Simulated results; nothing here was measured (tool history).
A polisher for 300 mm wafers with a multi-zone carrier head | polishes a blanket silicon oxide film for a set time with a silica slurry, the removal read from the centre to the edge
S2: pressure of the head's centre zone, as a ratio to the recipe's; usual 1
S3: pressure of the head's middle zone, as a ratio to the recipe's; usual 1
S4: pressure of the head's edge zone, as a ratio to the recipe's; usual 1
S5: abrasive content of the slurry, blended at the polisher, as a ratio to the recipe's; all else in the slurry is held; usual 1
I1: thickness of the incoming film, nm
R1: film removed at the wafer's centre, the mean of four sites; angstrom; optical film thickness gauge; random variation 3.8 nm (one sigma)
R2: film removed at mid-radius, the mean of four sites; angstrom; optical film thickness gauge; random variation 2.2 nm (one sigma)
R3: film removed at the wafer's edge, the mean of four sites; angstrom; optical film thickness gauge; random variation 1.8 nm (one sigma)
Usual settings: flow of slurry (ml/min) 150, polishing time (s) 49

{"run": 1, "hour": 0.0, "flow of slurry (ml/min)": 150, "S2": 1, "S3": 1, "S4": 1, "S5": 1, "polishing time (s)": 49, "I1": 1882.1, "R1": 2549, "R2": 2480, "R3": 2482}
{"hour": 24.5, "done": "edge zone pressure recalibrated"}
{"run": 2, "hour": 96.2, "flow of slurry (ml/min)": 150, "S2": 1, "S3": 1, "S4": 1, "S5": 1, "polishing time (s)": 59, "I1": 1877, "R1": 3021, "R2": 3036, "R3": 2972}
{"hour": 161.2, "done": "centre zone pressure recalibrated"}
{"hour": 175.7, "done": "worn pad replaced by a new one"}
{"run": 3, "hour": 202.9, "flow of slurry (ml/min)": 150, "S2": 1, "S3": 1, "S4": 1, "S5": 1, "polishing time (s)": 49, "I1": 1889.3, "R1": 2545, "R2": 2526, "R3": 2416}
{"run": 4, "hour": 242.3, "flow of slurry (ml/min)": 150, "S2": 1, "S3": 1, "S4": 1, "S5": 1, "polishing time (s)": 49, "I1": 1904.3, "R1": 2559, "R2": 2467, "R3": 2442}
{"run": 5, "hour": 279.5, "flow of slurry (ml/min)": 150, "S2": 1, "S3": 1, "S4": 1, "S5": 1, "polishing time (s)": 49, "I1": 1910, "R1": 2552, "R2": 2487, "R3": 2440}
{"run": 6, "hour": 318.4, "flow of slurry (ml/min)": 150, "S2": 1, "S3": 1, "S4": 1, "S5": 1, "polishing time (s)": 49, "I1": 1902.6, "R1": 2526, "R2": 2507, "R3": 2479}
{"run": 7, "hour": 422.0, "flow of slurry (ml/min)": 150, "S2": 1, "S3": 1, "S4": 1, "S5": 1, "polishing time (s)": 49, "I1": 1924, "R1": 2475, "R2": 2507, "R3": 2432}
{"hour": 451.1, "done": "centre zone pressure recalibrated"}
{"run": 8, "hour": 499.9, "flow of slurry (ml/min)": 150, "S2": 0.92, "S3": 1, "S4": 1, "S5": 1, "polishing time (s)": 49, "I1": 1909.6, "R1": 2300, "R2": 2448, "R3": 2418}
{"hour": 510.5, "done": "edge zone pressure recalibrated"}
{"hour": 529.5, "done": "worn pad replaced by a new one"}
{"hour": 540.2, "done": "slurry nozzle cleaned"}
{"run": 9, "hour": 571.1, "flow of slurry (ml/min)": 150, "S2": 1, "S3": 1, "S4": 1, "S5": 1, "polishing time (s)": 49, "I1": 1908.7, "R1": 2583, "R2": 2479, "R3": 2450}
{"run": 10, "hour": 610.1, "flow of slurry (ml/min)": 150, "S2": 1.07, "S3": 1, "S4": 0.91, "S5": 1.1, "polishing time (s)": 39, "I1": 1890.5, "R1": 2211, "R2": 2043, "R3": 1898}
{"run": 11, "hour": 659.5, "flow of slurry (ml/min)": 150, "S2": 1, "S3": 1, "S4": 1, "S5": 1, "polishing time (s)": 49, "I1": 1894.5, "R1": 2559, "R2": 2483, "R3": 2442}
{"run": 12, "hour": 707.9, "flow of slurry (ml/min)": 170, "S2": 1, "S3": 0.92, "S4": 1, "S5": 0.75, "polishing time (s)": 44, "I1": 1927.1, "R1": 2109, "R2": 1975, "R3": 2033}
{"hour": 753.1, "done": "centre zone pressure recalibrated"}
{"run": 13, "hour": 793.7, "flow of slurry (ml/min)": 110, "S2": 0.91, "S3": 1, "S4": 1, "S5": 1, "polishing time (s)": 49, "I1": 1910.7, "R1": 2140, "R2": 2369, "R3": 2350}
{"hour": 861.0, "done": "worn pad replaced by a new one"}
{"run": 14, "hour": 898.4, "flow of slurry (ml/min)": 190, "S2": 0.89, "S3": 1.07, "S4": 0.9, "S5": 1, "polishing time (s)": 49, "I1": 1927.9, "R1": 2262, "R2": 2694, "R3": 2396}
{"run": 15, "hour": 987.0, "flow of slurry (ml/min)": 150, "S2": 1, "S3": 1, "S4": 1, "S5": 1, "polishing time (s)": 49, "I1": 1907.5, "R1": 2566, "R2": 2494, "R3": 2439}
{"hour": 1027.3, "done": "slurry nozzle cleaned"}
{"hour": 1066.1, "done": "carrier head's membrane replaced by a new one"}
{"hour": 1077.9, "done": "centre zone pressure recalibrated"}
{"run": 16, "hour": 1086.2, "flow of slurry (ml/min)": 135, "S2": 1, "S3": 0.92, "S4": 1, "S5": 1, "polishing time (s)": 49, "I1": 1892.7, "R1": 2512, "R2": 2340, "R3": 2419}
{"hour": 1089.5, "done": "edge zone pressure recalibrated"}
{"run": 17, "hour": 1149.6, "flow of slurry (ml/min)": 170, "S2": 0.95, "S3": 1, "S4": 1, "S5": 0.8, "polishing time (s)": 33, "I1": 1906.8, "R1": 1550, "R2": 1563, "R3": 1542}
{"run": 18, "hour": 1209.2, "flow of slurry (ml/min)": 150, "S2": 1, "S3": 1, "S4": 1.04, "S5": 1, "polishing time (s)": 49, "I1": 1922.3, "R1": 2531, "R2": 2489, "R3": 2505}
{"hour": 1227.6, "done": "worn pad replaced by a new one"}
{"run": 19, "hour": 1266.0, "flow of slurry (ml/min)": 125, "S2": 1, "S3": 1, "S4": 1, "S5": 1, "polishing time (s)": 49, "I1": 1898.2, "R1": 2483, "R2": 2424, "R3": 2366}
{"hour": 1371.2, "done": "centre zone pressure recalibrated"}
{"run": 20, "hour": 1371.7, "flow of slurry (ml/min)": 150, "S2": 1, "S3": 1.12, "S4": 1, "S5": 1, "polishing time (s)": 40, "I1": 1868.3, "R1": 2100, "R2": 2179, "R3": 1968}
{"run": 21, "hour": 1417.1, "flow of slurry (ml/min)": 120, "S2": 1, "S3": 1, "S4": 1, "S5": 1, "polishing time (s)": 49, "I1": 1911.4, "R1": 2436, "R2": 2419, "R3": 2376}
{"run": 22, "hour": 1469.9, "flow of slurry (ml/min)": 135, "S2": 1, "S3": 1.11, "S4": 1, "S5": 1, "polishing time (s)": 49, "I1": 1899.5, "R1": 2459, "R2": 2595, "R3": 2445}

3 ways to go on from here, each from the tool as it stands after run 22. What would each give?
{"run": "A", "hour": 1470.3, "flow of slurry (ml/min)": 150, "S2": 1, "S3": 1, "S4": 1, "S5": 1, "polishing time (s)": 34, "I1": 1891.6, "R1": "?", "R2": "?", "R3": "?"}
{"run": "B", "hour": 1470.3, "flow of slurry (ml/min)": 150, "S2": 0.9, "S3": 1, "S4": 1, "S5": 1, "polishing time (s)": 49, "I1": 1891.6, "R1": "?", "R2": "?", "R3": "?"}
{"run": "C", "hour": 1470.3, "flow of slurry (ml/min)": 175, "S2": 1, "S3": 1, "S4": 1, "S5": 1, "polishing time (s)": 42, "I1": 1891.6, "R1": "?", "R2": "?", "R3": "?"}

run=A R1=1741 R2=1740 R3=1682
run=B R1=2256 R2=2510 R3=2423
run=C R1=2209 R2=2202 R3=2114
Without the tool's hidden state the same runs would have given:
run=A R1=1741 R2=1740 R3=1682
run=B R1=2256 R2=2510 R3=2423
run=C R1=2209 R2=2202 R3=2114
